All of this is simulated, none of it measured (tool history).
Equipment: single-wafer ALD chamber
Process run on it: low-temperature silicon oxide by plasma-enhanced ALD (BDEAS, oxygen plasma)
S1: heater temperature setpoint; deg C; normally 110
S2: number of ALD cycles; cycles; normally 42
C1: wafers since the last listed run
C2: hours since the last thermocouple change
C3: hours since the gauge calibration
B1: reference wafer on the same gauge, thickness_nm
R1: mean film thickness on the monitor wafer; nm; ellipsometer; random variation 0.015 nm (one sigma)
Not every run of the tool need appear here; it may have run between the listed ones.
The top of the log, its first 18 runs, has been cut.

run   hour   S1  S2   C1      C2     C3     B1     R1
 19  242.5  110  42   67  1952.3   17.0  5.183  6.134
 20  249.3  110  42   37  1959.1   23.8  5.181  6.137
 21  258.2  110  42   49  1968.0   32.7  5.178  6.120
 22  273.3  122  38   83  1983.1   47.8  5.177  5.437
 23  286.7  102  35   74  1996.5   61.2  5.176  5.156
 24  300.6  110  42   77  2010.4   75.1  5.168  6.096
 25  316.1  110  42   85  2025.9   90.6  5.160  6.124
 26  328.7   95  48   69  2038.5  103.2  5.165  7.209
 27  346.5  116  37   98  2056.3  121.0  5.156  5.317
 28  357.6   97  35   61  2067.4  132.1  5.154  5.216
 29  385.3  100  34  153  2095.1  159.8  5.155  5.043
     399.2  -- thermocouple changed; heater temperature recalibrated
 30  401.3  125  42   44     2.1  175.8  5.146  5.943
 31  417.3  122  39   88    18.1  191.8  5.144  5.532
 32  427.5  122  50   56    28.3  202.0  5.142  7.098
 33  441.1  106  39   75    41.9  215.6  5.140  5.679
 34  457.1   99  35   88    57.9  231.6  5.138  5.141
 35  469.4  114  48   68    70.2  243.9  5.137  6.906
 36  487.3  105  34   99    88.1  261.8  5.129  4.967
     488.3  -- gauge calibrated
 37  500.6  104  39   73   101.4   12.3  5.174  5.747
 38  511.4  123  42   59   112.2   23.1  5.175  6.000
 39  519.2  110  38   43   120.0   30.9  5.172  5.543
 40  532.1  110  42   71   132.9   43.8  5.170  6.119
 41  547.2  110  46   83   148.0   58.9  5.167  6.700
 42  553.3  110  42   33   154.1   65.0  5.165  6.133
 43  561.6  116  37   46   162.4   73.3  5.162  5.322

Consider 3 possible next runs. They are alternatives, not a sequence: every one starts from the tool as it was left by run 43. What does each give?
  A  562.1  110  49   2  162.9  73.8   ?   ?
  B  562.1  106  42   2  162.9  73.8   ?   ?
  C  562.1   98  47   2  162.9  73.8   ?   ?

run     B1     R1
  A  5.167  7.101
  B  5.167  6.126
  C  5.167  6.951
The same runs, with their run-to-run variation unchanged, on a tool lacking any hidden condition would have given:
run     R1
  A  7.138
  B  6.158
  C  6.987

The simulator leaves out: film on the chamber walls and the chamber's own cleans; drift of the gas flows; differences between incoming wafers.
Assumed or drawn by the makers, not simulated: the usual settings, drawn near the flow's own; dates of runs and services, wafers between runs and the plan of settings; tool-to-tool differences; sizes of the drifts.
